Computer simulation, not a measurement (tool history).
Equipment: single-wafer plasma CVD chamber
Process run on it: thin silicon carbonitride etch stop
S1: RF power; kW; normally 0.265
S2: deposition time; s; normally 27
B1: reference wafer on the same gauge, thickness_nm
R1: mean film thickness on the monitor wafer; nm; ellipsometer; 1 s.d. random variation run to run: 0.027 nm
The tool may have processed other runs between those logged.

run   hour     S1    S2      B1      R1
  1      0  0.265  29.1  21.092  19.377
  2   35.4  0.265  29.1  21.097  19.301
  3   42.1  0.265  29.1  21.105  19.335
  4   53.7  0.285    27  21.103  18.306
  5   70.1  0.285    27  21.097  18.253
  6   83.1  0.285    27  21.101  18.288
  7  108.5  0.265    27  21.104  17.884
     128.9  -- RF generator calibrated
     133.5  -- showerhead replaced
  8    134  0.265    27  21.103  18.096
  9  134.3  0.305    27  21.114  18.812
 10  147.2  0.265  29.1    21.1  19.497
 11  158.7   0.22  32.4  21.105  20.794
     160.6  -- gauge calibrated
 12  167.4   0.22  24.6  21.109  15.812
     185.8  -- thermocouple changed; heater temperature recalibrated
 13  186.3  0.265    27  21.107  18.141
 14  191.9  0.305  29.8  21.092  20.812
 15  199.9   0.23    27  21.102  17.553
 16  211.6   0.23    30  21.102  19.464
 17  227.7   0.23  30.1  21.099  19.517
 18  235.9  0.265    27  21.093  18.119

Hidden state, per run?
wafer temperature above the value expected at the setpoint (K): 0 at every run
gauge reads high (%): 0 at every run
H1: delivered RF power above the setpoint (%)
run      H1
  1   -4.47
  2   -4.92
  3   -5.01
  4   -5.16
  5   -5.38
  6   -5.56
  7   -5.91
  8  -0.408
  9  -0.408
 10  -0.411
 11  -0.416
 12  -0.421
 13  -0.436
 14  -0.442
 15  -0.451
 16  -0.467
 17  -0.492
 18  -0.506
